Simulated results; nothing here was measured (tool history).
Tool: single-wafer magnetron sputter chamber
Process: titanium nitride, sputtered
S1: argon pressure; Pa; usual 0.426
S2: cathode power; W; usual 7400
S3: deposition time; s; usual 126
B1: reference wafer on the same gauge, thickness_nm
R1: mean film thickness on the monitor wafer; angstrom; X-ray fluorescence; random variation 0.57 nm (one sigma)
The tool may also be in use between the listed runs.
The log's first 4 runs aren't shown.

-- hour=85.8 sputter target and shields replaced
run 5 hour=95.3 | S1=0.426 S2=7400 S3=139 | B1=168.103 | R1=1715.36
run 6 hour=120.6 | S1=0.426 S2=7400 S3=139 | B1=167.999 | R1=1733.15
run 7 hour=154.2 | S1=0.561 S2=7400 S3=126 | B1=167.957 | R1=1407.85
run 8 hour=188.1 | S1=0.561 S2=7400 S3=126 | B1=168.201 | R1=1400.61
-- hour=212.3 gauge calibrated
run 9 hour=216.4 | S1=0.426 S2=7400 S3=126 | B1=168.024 | R1=1554.19
run 10 hour=232.1 | S1=0.426 S2=7400 S3=126 | B1=167.940 | R1=1544.15
run 11 hour=244.8 | S1=0.426 S2=7400 S3=126 | B1=168.031 | R1=1532.57
run 12 hour=260.8 | S1=0.426 S2=7400 S3=126 | B1=167.990 | R1=1548.24
-- hour=282.3 magnet pack replaced
run 13 hour=286.8 | S1=0.560 S2=7400 S3=126 | B1=168.177 | R1=1384.66
run 14 hour=299.1 | S1=0.560 S2=7400 S3=126 | B1=167.938 | R1=1380.45
run 15 hour=318.9 | S1=0.426 S2=8500 S3=136 | B1=168.234 | R1=1881.26
run 16 hour=364.9 | S1=0.516 S2=6700 S3=144 | B1=167.952 | R1=1486.49
run 17 hour=378.0 | S1=0.426 S2=7400 S3=126 | B1=167.926 | R1=1525.15
run 18 hour=394.0 | S1=0.304 S2=9000 S3=126 | B1=167.916 | R1=2005.95
run 19 hour=422.0 | S1=0.315 S2=5950 S3=103 | B1=168.011 | R1=1119.91
run 20 hour=455.5 | S1=0.426 S2=7400 S3=126 | B1=168.027 | R1=1517.50
run 21 hour=487.9 | S1=0.588 S2=8250 S3=133 | B1=168.060 | R1=1541.57

Run 22 comes next. What will it give?
run 22 hour=501.7 | S1=0.492 S2=6700 S3=105 | B1=? | R1=?

Run 22 gave B1 167.971, R1 1085.36 angstrom.
Without the tool's hidden state the same run would have given R1 1189.97 angstrom.

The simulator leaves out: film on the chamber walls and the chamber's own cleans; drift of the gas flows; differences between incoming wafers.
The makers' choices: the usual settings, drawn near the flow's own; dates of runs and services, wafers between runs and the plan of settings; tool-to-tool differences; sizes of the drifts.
